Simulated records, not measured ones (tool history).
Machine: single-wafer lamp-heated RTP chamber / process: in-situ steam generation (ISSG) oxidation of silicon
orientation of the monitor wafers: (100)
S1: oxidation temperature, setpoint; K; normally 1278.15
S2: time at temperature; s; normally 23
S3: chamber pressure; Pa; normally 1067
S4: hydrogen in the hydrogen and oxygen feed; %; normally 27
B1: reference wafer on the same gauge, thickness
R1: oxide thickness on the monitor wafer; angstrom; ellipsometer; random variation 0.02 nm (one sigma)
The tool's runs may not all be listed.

| run | hour | S1 | S2 | S3 | S4 | B1 | R1 |
|---|---|---|---|---|---|---|---|
| 1 | 0 | 1278.15 | 23 | 1067 | 27 | 5.996 | 62.58 |
| 2 | 60.4 | 1278.15 | 23 | 1067 | 27 | 6 | 62.56 |
| 3 | 195.5 | 1278.15 | 23 | 1067 | 27 | 5.994 | 62.76 |
| 4 | 248 | 1278.15 | 23 | 1067 | 32 | 5.999 | 65.52 |
| 5 | 351.4 | 1278.15 | 23 | 1067 | 32 | 6.007 | 65.45 |
| 6 | 442.5 | 1278.15 | 23 | 1067 | 32 | 5.995 | 65.76 |
|  | 536.2 | hydrogen flow controller replaced |
| 7 | 536.7 | 1278.15 | 23 | 1067 | 27 | 6.001 | 62.99 |
| 8 | 640.7 | 1278.15 | 23 | 1067 | 27 | 5.998 | 63.07 |
| 9 | 699.3 | 1278.15 | 28 | 1067 | 27 | 5.993 | 70.14 |
|  | 860.8 | pyrometer window cleaned and pyrometer calibrated |
|  | 969.7 | pressure gauge zeroed |
| 10 | 1000.5 | 1278.15 | 23 | 1067 | 27 | 6.012 | 62.77 |
| 11 | 1102.8 | 1278.15 | 23 | 1067 | 27 | 5.993 | 62.45 |
| 12 | 1189 | 1286.15 | 23 | 1067 | 27 | 6.003 | 64.65 |
| 13 | 1286.3 | 1278.15 | 16 | 1173 | 27 | 6.003 | 52.69 |
| 14 | 1323.5 | 1278.15 | 23 | 1067 | 27 | 6.004 | 62.52 |
| 15 | 1403.5 | 1278.15 | 27 | 1253 | 24 | 6.004 | 64.95 |
| 16 | 1510.5 | 1278.15 | 28 | 1120 | 32 | 6.009 | 71.45 |
|  | 1524.1 | gauge calibrated |
| 17 | 1580.4 | 1278.15 | 23 | 1013 | 24 | 5.994 | 60.86 |
| 18 | 1862.9 | 1278.15 | 23 | 1067 | 27 | 6.006 | 63.08 |
| 19 | 1921.6 | 1286.15 | 23 | 1147 | 27 | 5.997 | 65.51 |
| 20 | 2020.5 | 1278.15 | 23 | 973 | 27 | 5.996 | 63.69 |
| 21 | 2057 | 1278.15 | 23 | 1013 | 24 | 6.007 | 61.58 |
| 22 | 2124.3 | 1263.15 | 23 | 1147 | 27 | 6 | 59.5 |
| 23 | 2179.3 | 1278.15 | 23 | 1067 | 18 | 5.986 | 57.99 |
| 24 | 2284.8 | 1262.15 | 30 | 1187 | 27 | 6 | 66.94 |
| 25 | 2360.6 | 1287.15 | 18 | 1013 | 32 | 5.997 | 61.89 |
| 26 | 2454.7 | 1278.15 | 23 | 1013 | 24 | 6.004 | 62.13 |
| 27 | 2515.4 | 1278.15 | 23 | 1067 | 27 | 5.989 | 64.28 |
|  | 2569 | pyrometer window cleaned and pyrometer calibrated |
| 28 | 2734.1 | 1293.15 | 23 | 920 | 27 | 5.998 | 66.77 |
| 29 | 2823 | 1278.15 | 23 | 1067 | 27 | 5.999 | 62.05 |
| 30 | 2865.3 | 1286.15 | 23 | 1147 | 27 | 5.987 | 64.89 |

Consider 5 possible next runs. They are alternatives, not a sequence: every one starts from the tool as it was left by run 30. What does each give?
| A | 2865.8 | 1278.15 | 23 | 1067 | 27 | ? | ? |
| B | 2865.8 | 1260.15 | 23 | 1067 | 17 | ? | ? |
| C | 2865.8 | 1293.15 | 26 | 1000 | 20 | ? | ? |
| D | 2865.8 | 1261.15 | 23 | 1240 | 30 | ? | ? |
| E | 2865.8 | 1289.15 | 23 | 1067 | 32 | ? | ? |

| run | B1 | R1 |
|---|---|---|
| A | 5.997 | 62.48 |
| B | 5.997 | 52.05 |
| C | 5.997 | 66.23 |
| D | 5.997 | 58.73 |
| E | 5.997 | 68.63 |
Stripped of hidden state, with their random variation kept, the same runs would have yielded:
| run | R1 |
|---|---|
| A | 62.29 |
| B | 51.9 |
| C | 66 |
| D | 58.57 |
| E | 68.41 |
